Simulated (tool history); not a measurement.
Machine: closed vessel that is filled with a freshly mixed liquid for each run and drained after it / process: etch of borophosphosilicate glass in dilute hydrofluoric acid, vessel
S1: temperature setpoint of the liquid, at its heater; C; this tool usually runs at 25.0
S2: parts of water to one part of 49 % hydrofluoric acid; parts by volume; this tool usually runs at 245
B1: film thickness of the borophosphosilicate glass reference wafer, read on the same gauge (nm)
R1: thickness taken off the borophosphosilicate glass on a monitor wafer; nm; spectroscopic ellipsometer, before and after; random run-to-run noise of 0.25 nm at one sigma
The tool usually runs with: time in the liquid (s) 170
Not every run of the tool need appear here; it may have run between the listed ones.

{"run": 1, "hour": 0.0, "S1": 25.0, "S2": 280, "time in the liquid (s)": 170, "B1": 145.34, "R1": 27.54}
{"run": 2, "hour": 84.5, "S1": 21.0, "S2": 245, "time in the liquid (s)": 170, "B1": 145.01, "R1": 27.63}
{"run": 3, "hour": 182.3, "S1": 21.0, "S2": 245, "time in the liquid (s)": 170, "B1": 144.59, "R1": 27.87}
{"run": 4, "hour": 485.5, "S1": 21.0, "S2": 245, "time in the liquid (s)": 170, "B1": 143.49, "R1": 27.72}
{"run": 5, "hour": 579.6, "S1": 25.0, "S2": 245, "time in the liquid (s)": 170, "B1": 143.1, "R1": 31.96}
{"hour": 646.8, "done": "hydrofluoric acid flow meter replaced"}
{"run": 6, "hour": 652.8, "S1": 25.0, "S2": 245, "time in the liquid (s)": 170, "B1": 142.82, "R1": 31.42}
{"run": 7, "hour": 705.9, "S1": 25.0, "S2": 245, "time in the liquid (s)": 170, "B1": 142.62, "R1": 31.69}
{"run": 8, "hour": 776.4, "S1": 25.0, "S2": 245, "time in the liquid (s)": 170, "B1": 142.36, "R1": 31.39}
{"run": 9, "hour": 879.0, "S1": 25.0, "S2": 245, "time in the liquid (s)": 140, "B1": 141.97, "R1": 26.11}
{"run": 10, "hour": 965.7, "S1": 25.0, "S2": 245, "time in the liquid (s)": 140, "B1": 141.58, "R1": 26.14}
{"hour": 982.7, "done": "thermometer replaced"}
{"run": 11, "hour": 1059.1, "S1": 25.0, "S2": 245, "time in the liquid (s)": 140, "B1": 141.3, "R1": 25.61}
{"run": 12, "hour": 1131.5, "S1": 25.0, "S2": 245, "time in the liquid (s)": 120, "B1": 140.94, "R1": 22.46}
{"run": 13, "hour": 1168.3, "S1": 25.0, "S2": 245, "time in the liquid (s)": 120, "B1": 140.88, "R1": 21.93}
{"run": 14, "hour": 1236.3, "S1": 25.0, "S2": 245, "time in the liquid (s)": 120, "B1": 140.58, "R1": 21.76}
{"run": 15, "hour": 1406.2, "S1": 25.0, "S2": 245, "time in the liquid (s)": 170, "B1": 139.97, "R1": 31.5}
{"run": 16, "hour": 1443.8, "S1": 23.5, "S2": 170, "time in the liquid (s)": 250, "B1": 139.86, "R1": 67.75}
{"run": 17, "hour": 1496.1, "S1": 25.0, "S2": 245, "time in the liquid (s)": 170, "B1": 139.63, "R1": 31.03}
{"hour": 1517.8, "done": "gauge calibrated"}
{"run": 18, "hour": 1591.8, "S1": 25.0, "S2": 245, "time in the liquid (s)": 170, "B1": 150.46, "R1": 33.49}
{"run": 19, "hour": 1654.1, "S1": 25.0, "S2": 320, "time in the liquid (s)": 240, "B1": 150.24, "R1": 33.08}
{"run": 20, "hour": 1710.8, "S1": 27.0, "S2": 245, "time in the liquid (s)": 170, "B1": 150.01, "R1": 36.11}
{"run": 21, "hour": 1756.2, "S1": 25.0, "S2": 245, "time in the liquid (s)": 170, "B1": 149.83, "R1": 32.73}

Expected results for the next run?
{"run": 22, "hour": 1851.0, "S1": 25.0, "S2": 245, "time in the liquid (s)": 170, "B1": "?", "R1": "?"}

Run 22 yielded B1 149.51, R1 33.16 nm.
On a tool with no hidden condition, and with the same random variation, this run would have come out at R1 33.28 nm.
